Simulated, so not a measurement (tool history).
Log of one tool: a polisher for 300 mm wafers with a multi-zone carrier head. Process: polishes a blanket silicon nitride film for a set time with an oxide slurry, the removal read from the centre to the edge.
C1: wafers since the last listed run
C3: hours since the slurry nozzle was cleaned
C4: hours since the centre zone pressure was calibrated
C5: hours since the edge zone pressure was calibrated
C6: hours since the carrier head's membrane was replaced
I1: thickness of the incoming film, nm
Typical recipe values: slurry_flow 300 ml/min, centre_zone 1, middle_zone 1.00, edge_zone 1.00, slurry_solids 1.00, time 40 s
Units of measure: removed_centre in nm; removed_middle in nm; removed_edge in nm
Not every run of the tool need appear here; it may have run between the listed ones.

Run 1, hour 0.0: usual settings; C1 0; wafers polished on this pad 931; C3 681.7; C4 653.7; C5 707.0; C6 393.0; I1 430.7. Result: removed_centre 28.5 nm, removed_middle 28.4 nm, removed_edge 28.1 nm.
At hour 31.4: worn pad replaced by a new one.
Run 2, hour 31.9: usual settings but time 50 s; C1 228; wafers polished on this pad 4; C3 713.6; C4 685.6; C5 738.9; C6 424.9; I1 431.7. Result: removed_centre 35.7 nm, removed_middle 36.2 nm, removed_edge 35.7 nm.
Run 3, hour 52.1: usual settings; C1 165; wafers polished on this pad 169; C3 733.8; C4 705.8; C5 759.1; C6 445.1; I1 438.3. Result: removed_centre 28.2 nm, removed_middle 28.4 nm, removed_edge 28.1 nm.
Run 4, hour 79.7: usual settings; C1 225; wafers polished on this pad 394; C3 761.4; C4 733.4; C5 786.7; C6 472.7; I1 425.0. Result: removed_centre 29.2 nm, removed_middle 28.8 nm, removed_edge 29.6 nm.
Run 5, hour 101.6: usual settings; C1 179; wafers polished on this pad 573; C3 783.3; C4 755.3; C5 808.6; C6 494.6; I1 432.0. Result: removed_centre 28.2 nm, removed_middle 28.6 nm, removed_edge 28.8 nm.
Run 6, hour 119.8: usual settings; C1 148; wafers polished on this pad 722; C3 801.5; C4 773.5; C5 826.8; C6 512.8; I1 430.2. Result: removed_centre 28.3 nm, removed_middle 27.9 nm, removed_edge 28.9 nm.
At hour 156.2: carrier head's membrane replaced by a new one.
At hour 160.0: worn pad replaced by a new one.
Run 7, hour 160.5: usual settings; C1 261; wafers polished on this pad 4; C3 842.2; C4 814.2; C5 867.5; C6 4.3; I1 436.2. Result: removed_centre 28.7 nm, removed_middle 28.5 nm, removed_edge 29.0 nm.
Run 8, hour 184.4: usual settings; C1 195; wafers polished on this pad 199; C3 866.1; C4 838.1; C5 891.4; C6 28.2; I1 433.7. Result: removed_centre 29.3 nm, removed_middle 28.9 nm, removed_edge 28.0 nm.
Run 9, hour 204.1: usual settings; C1 161; wafers polished on this pad 360; C3 885.8; C4 857.8; C5 911.1; C6 47.9; I1 424.2. Result: removed_centre 28.8 nm, removed_middle 28.5 nm, removed_edge 28.5 nm.
Run 10, hour 236.2: usual settings; C1 262; wafers polished on this pad 623; C3 917.9; C4 889.9; C5 943.2; C6 80.0; I1 430.4. Result: removed_centre 28.9 nm, removed_middle 28.6 nm, removed_edge 28.7 nm.
At hour 246.9: edge zone pressure recalibrated.
At hour 248.5: slurry nozzle cleaned.
Run 11, hour 253.6: usual settings but middle_zone 0.96; C1 117; wafers polished on this pad 740; C3 5.1; C4 907.3; C5 6.7; C6 97.4; I1 430.9. Result: removed_centre 29.3 nm, removed_middle 27.9 nm, removed_edge 28.9 nm.
Run 12, hour 278.5: usual settings; C1 203; wafers polished on this pad 944; C3 30.0; C4 932.2; C5 31.6; C6 122.3; I1 429.1. Result: removed_centre 28.3 nm, removed_middle 28.0 nm, removed_edge 28.4 nm.
Run 13, hour 294.5: usual settings but slurry_solids 1.10; C1 130; wafers polished on this pad 1075; C3 46.0; C4 948.2; C5 47.6; C6 138.3; I1 429.1. Result: removed_centre 30.1 nm, removed_middle 29.8 nm, removed_edge 29.7 nm.
At hour 296.9: centre zone pressure recalibrated.
At hour 300.6: worn pad replaced by a new one.
Run 14, hour 319.8: usual settings but middle_zone 0.90, slurry_solids 1.10; C1 160; wafers polished on this pad 157; C3 71.3; C4 22.9; C5 72.9; C6 163.6; I1 422.4. Result: removed_centre 29.6 nm, removed_middle 27.7 nm, removed_edge 30.1 nm.
Run 15, hour 352.3: usual settings but slurry_flow 200 ml/min; C1 265; wafers polished on this pad 422; C3 103.8; C4 55.4; C5 105.4; C6 196.1; I1 425.0. Result: removed_centre 27.3 nm, removed_middle 26.9 nm, removed_edge 28.0 nm.
Run 16, hour 366.5: usual settings; C1 116; wafers polished on this pad 538; C3 118.0; C4 69.6; C5 119.6; C6 210.3; I1 423.2. Result: removed_centre 29.2 nm, removed_middle 28.1 nm, removed_edge 28.6 nm.
Run 17, hour 394.7: usual settings but middle_zone 1.08; C1 230; wafers polished on this pad 769; C3 146.2; C4 97.8; C5 147.8; C6 238.5; I1 425.0. Result: removed_centre 28.1 nm, removed_middle 30.8 nm, removed_edge 28.3 nm.
Run 18, hour 409.7: usual settings but edge_zone 1.09, slurry_solids 1.25; C1 122; wafers polished on this pad 891; C3 161.2; C4 112.8; C5 162.8; C6 253.5; I1 428.9. Result: removed_centre 32.7 nm, removed_middle 32.5 nm, removed_edge 33.8 nm.
At hour 432.1: worn pad replaced by a new one.
Run 19, hour 437.1: usual settings but slurry_flow 275 ml/min, middle_zone 1.07, edge_zone 0.89, time 48 s; C1 191; wafers polished on this pad 41; C3 188.6; C4 140.2; C5 190.2; C6 280.9; I1 425.3. Result: removed_centre 33.8 nm, removed_middle 35.5 nm, removed_edge 32.9 nm.

Hidden state at the last listed run before each entry between runs and at the first one after, where it differs:
In the gap between runs 1 and 2: worn pad replaced by a new one (hour 31.4)
  no hidden state differs between the two runs
In the gap between runs 6 and 7: carrier head's membrane replaced by a new one (hour 156.2); worn pad replaced by a new one (hour 160.0)
  no hidden state differs between the two runs
In the gap between runs 10 and 11: edge zone pressure recalibrated (hour 246.9); slurry nozzle cleaned (hour 248.5)
  no hidden state differs between the two runs
In the gap between runs 13 and 14: centre zone pressure recalibrated (hour 296.9); worn pad replaced by a new one (hour 300.6)
  no hidden state differs between the two runs
In the gap between runs 18 and 19: worn pad replaced by a new one (hour 432.1)
  no hidden state differs between the two runs
